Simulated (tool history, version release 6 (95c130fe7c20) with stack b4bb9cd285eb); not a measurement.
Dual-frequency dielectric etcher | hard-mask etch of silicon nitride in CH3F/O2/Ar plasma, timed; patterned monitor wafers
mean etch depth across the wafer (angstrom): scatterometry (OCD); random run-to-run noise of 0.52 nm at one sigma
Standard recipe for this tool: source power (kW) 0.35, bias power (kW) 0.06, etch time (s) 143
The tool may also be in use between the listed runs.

run	hour	source power (kW)	bias power (kW)	etch time (s)	read-back reference wafer on the same gauge, depth_nm	mean etch depth across the wafer (angstrom)
1	0	0.35	0.06	143	97.9	921
2	17	0.35	0.06	143	97.9	926
3	34.7	0.35	0.06	143	98	926
4	45.6	0.35	0.06	132	98	858
5	54.2	0.35	0.06	127.5	97.9	824
6	61.8	0.35	0.06	127.5	97.8	827
7	70.3	0.35	0.06	127.5	97.9	821
8	84.7	0.35	0.06	143	97.8	929
9	91.1	0.35	0.06	143	98	936
# hour 122.3: wet clean of the chamber
# hour 145.9: upper electrode replaced
10	146.4	0.35	0.06	143	98.1	881
11	146.8	0.35	0.06	143	98	891
12	147.1	0.35	0.06	143	98	877
13	147.5	0.35	0.06	143	97.8	891
14	147.8	0.35	0.06	143	97.8	874
15	160.5	0.35	0.06	143	97.9	879
# hour 166.9: source power generator calibrated
16	173.1	0.35	0.06	143	97.7	885
17	187.8	0.32	0.06	143	97.9	863
18	195.7	0.4	0.045	118	98	688
# hour 197.1: gauge calibrated
19	209.4	0.39	0.06	143	97.8	906
20	224.4	0.43	0.047	106.5	97.8	648
21	237.8	0.35	0.06	143	98	886
# hour 246.5: bias power generator calibrated
22	251	0.35	0.06	143	97.8	899
23	268.4	0.39	0.068	143	97.8	953
24	288.8	0.32	0.064	143	97.9	892
25	301.4	0.4	0.05	177	97.9	1081
26	310.4	0.32	0.067	102	97.7	642
27	325.5	0.35	0.049	100.5	97.7	589
28	334.6	0.35	0.06	127.5	97.8	802

What the log doesn't show, run by run:
source power that arrives over what is set, %: 0 on each run
bias power that arrives over what is set, %: 0 on each run
gauge reads high (%): 0 on each run
H1: etch rate over this chamber's usual, %
run	H1
1	4.44
2	4.59
3	4.76
4	4.85
5	4.93
6	5
7	5.08
8	5.21
9	5.27
10	-0.343
11	-0.339
12	-0.337
13	-0.333
14	-0.33
15	-0.214
16	-0.0994
17	0.0346
18	0.107
19	0.232
20	0.368
21	0.491
22	0.611
23	0.77
24	0.956
25	1.07
26	1.15
27	1.29
28	1.37
